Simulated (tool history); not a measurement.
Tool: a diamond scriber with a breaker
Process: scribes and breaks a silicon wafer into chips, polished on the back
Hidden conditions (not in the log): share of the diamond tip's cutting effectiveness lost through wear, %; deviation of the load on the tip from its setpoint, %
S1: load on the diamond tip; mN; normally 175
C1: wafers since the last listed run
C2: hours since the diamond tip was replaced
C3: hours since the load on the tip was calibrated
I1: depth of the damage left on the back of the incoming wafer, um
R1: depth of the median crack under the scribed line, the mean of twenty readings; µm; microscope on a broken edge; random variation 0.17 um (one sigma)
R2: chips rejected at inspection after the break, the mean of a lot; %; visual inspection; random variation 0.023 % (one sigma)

| run | day | S1 | C1 | C2 | C3 | I1 | R1 | R2 |
|---|---|---|---|---|---|---|---|---|
| 1 | 0.000 | 175 | 0 | 863.1 | 777.0 | 0.01 | 8.98 | 0.79 |
| 2 | 2.475 | 175 | 209 | 922.5 | 836.4 | 0.04 | 9.06 | 0.82 |
| 3 | 4.304 | 197 | 154 | 966.4 | 880.3 | 0.05 | 9.37 | 0.65 |
| 4 | 5.692 | 197 | 117 | 999.7 | 913.6 | 0.04 | 9.29 | 0.63 |
| 5 | 8.292 | 175 | 220 | 1062.1 | 976.0 | 0.02 | 8.61 | 1.09 |
| 6 | 9.971 | 175 | 142 | 1102.4 | 1016.3 | 0.01 | 8.55 | 1.08 |
| 7 | 11.933 | 175 | 166 | 1149.5 | 1063.4 | 0.02 | 8.33 | 1.31 |
| 8 | 13.138 | 175 | 101 | 1178.4 | 1092.3 | 0.03 | 8.28 | 1.45 |
| 9 | 15.442 | 175 | 195 | 1233.7 | 1147.6 | 0.03 | 8.61 | 1.53 |
|  | 15.558 | diamond tip replaced by a new one, of another model than before |
|  | 16.696 | load on the tip recalibrated |
| 10 | 24.317 | 175 | 737 | 210.2 | 182.9 | 0.02 | 9.36 | 0.59 |

Run 11 is up next; what results do you expect?
| 11 | 26.750 | 162 | 205 | 268.6 | 241.3 | 0.03 | ? | ? |

Logged for run 11: R1 8.86 µm, R2 0.78 %.
With the hidden condition absent and the run-to-run variation left alone, this run would have shown R1 8.97 µm, R2 0.68 %.
